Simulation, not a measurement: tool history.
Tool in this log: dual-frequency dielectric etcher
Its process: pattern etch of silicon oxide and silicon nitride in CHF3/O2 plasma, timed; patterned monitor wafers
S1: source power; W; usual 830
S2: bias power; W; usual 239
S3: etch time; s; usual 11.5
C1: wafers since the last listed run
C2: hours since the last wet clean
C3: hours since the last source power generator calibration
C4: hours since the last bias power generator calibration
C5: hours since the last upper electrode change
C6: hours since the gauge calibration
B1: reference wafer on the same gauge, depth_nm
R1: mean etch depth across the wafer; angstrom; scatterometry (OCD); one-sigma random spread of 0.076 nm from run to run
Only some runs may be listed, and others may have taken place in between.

Run 1, hour 0: usual settings but S3 10 s; C1 0; C2 263.9; C3 4204.1; C4 3898.8; C5 5315.5; C6 807.9; B1 20.89. Result: R1 171.9 angstrom.
Run 2, hour 14.4: usual settings but S3 9.5 s; C1 182; C2 278.3; C3 4218.5; C4 3913.2; C5 5329.9; C6 822.3; B1 20.91. Result: R1 163.3 angstrom.
Run 3, hour 36.1: usual settings but S3 9.5 s; C1 275; C2 300; C3 4240.2; C4 3934.9; C5 5351.6; C6 844; B1 20.9. Result: R1 163.1 angstrom.
Run 4, hour 55: usual settings but S3 9.5 s; C1 239; C2 318.9; C3 4259.1; C4 3953.8; C5 5370.5; C6 862.9; B1 20.9. Result: R1 162.2 angstrom.
Run 5, hour 80.3: usual settings; C1 320; C2 344.2; C3 4284.4; C4 3979.1; C5 5395.8; C6 888.2; B1 20.9. Result: R1 197.7 angstrom.
Run 6, hour 102.9: usual settings; C1 286; C2 366.8; C3 4307; C4 4001.7; C5 5418.4; C6 910.8; B1 20.91. Result: R1 198.7 angstrom.
Run 7, hour 138.2: usual settings but S1 1000 W, S2 203 W, S3 14 s; C1 447; C2 402.1; C3 4342.3; C4 4037; C5 5453.7; C6 946.1; B1 20.88. Result: R1 244.7 angstrom.
Run 8, hour 153.8: usual settings but S2 213 W, S3 9.5 s; C1 197; C2 417.7; C3 4357.9; C4 4052.6; C5 5469.3; C6 961.7; B1 20.89. Result: R1 156.8 angstrom.
At hour 196.7: upper electrode replaced.
Run 9, hour 197.2: usual settings but S2 211 W, S3 10 s; C1 245; C2 461.1; C3 4401.3; C4 4096; C5 0.5; C6 1005.1; B1 20.9. Result: R1 164.9 angstrom.
Run 10, hour 206: usual settings; C1 111; C2 469.9; C3 4410.1; C4 4104.8; C5 9.3; C6 1013.9; B1 20.88. Result: R1 196 angstrom.
Run 11, hour 223.3: usual settings but S2 286 W; C1 219; C2 487.2; C3 4427.4; C4 4122.1; C5 26.6; C6 1031.2; B1 20.91. Result: R1 208.7 angstrom.
Run 12, hour 251.7: usual settings but S1 1030 W, S3 9.5 s; C1 360; C2 515.6; C3 4455.8; C4 4150.5; C5 55; C6 1059.6; B1 20.89. Result: R1 175.5 angstrom.
Run 13, hour 266.8: usual settings but S1 890 W, S2 298 W, S3 10 s; C1 191; C2 530.7; C3 4470.9; C4 4165.6; C5 70.1; C6 1074.7; B1 20.89. Result: R1 188.1 angstrom.
At hour 277.7: bias power generator calibrated.
Run 14, hour 279.4: usual settings but S2 265 W, S3 9.5 s; C1 109; C2 543.3; C3 4483.5; C4 1.7; C5 82.7; C6 1087.3; B1 20.9. Result: R1 167.6 angstrom.
Run 15, hour 309.1: usual settings but S2 213 W, S3 9.5 s; C1 376; C2 573; C3 4513.2; C4 31.4; C5 112.4; C6 1117; B1 20.89. Result: R1 156.3 angstrom.
At hour 320.5: gauge calibrated.
At hour 346.6: wet clean of the chamber.
Run 16, hour 347.1: usual settings but S3 13 s; C1 177; C2 0.5; C3 4551.2; C4 69.4; C5 150.4; C6 26.6; B1 20.9. Result: R1 227.2 angstrom.
Run 17, hour 361.1: usual settings but S1 1040 W; C1 177; C2 14.5; C3 4565.2; C4 83.4; C5 164.4; C6 40.6; B1 20.9. Result: R1 217.2 angstrom.
Run 18, hour 377.1: usual settings but S1 670 W, S2 190 W, S3 13.5 s; C1 202; C2 30.5; C3 4581.2; C4 99.4; C5 180.4; C6 56.6; B1 20.91. Result: R1 202.1 angstrom.
At hour 402.2: source power generator calibrated.
Run 19, hour 410.4: usual settings but S1 880 W; C1 371; C2 63.8; C3 8.2; C4 132.7; C5 213.7; C6 89.9; B1 20.9. Result: R1 204.5 angstrom.
Run 20, hour 424: usual settings; C1 172; C2 77.4; C3 21.8; C4 146.3; C5 227.3; C6 103.5; B1 20.92. Result: R1 198.7 angstrom.
Run 21, hour 459.5: usual settings but S3 14 s; C1 450; C2 112.9; C3 57.3; C4 181.8; C5 262.8; C6 139; B1 20.89. Result: R1 241.9 angstrom.
Run 22, hour 495.1: usual settings but S2 179 W; C1 451; C2 148.5; C3 92.9; C4 217.4; C5 298.4; C6 174.6; B1 20.92. Result: R1 180.7 angstrom.

What does the tool deliver on the next run?
Run 23, hour 520: usual settings but S2 285 W; C1 315; C2 173.4; C3 117.8; C4 242.3; C5 323.3; C6 199.5; B1 ?. Result: R1 ?.

B1: 20.88
R1: 211.5 angstrom
With no hidden state in the tool, this same run would have given R1 212.5 angstrom.
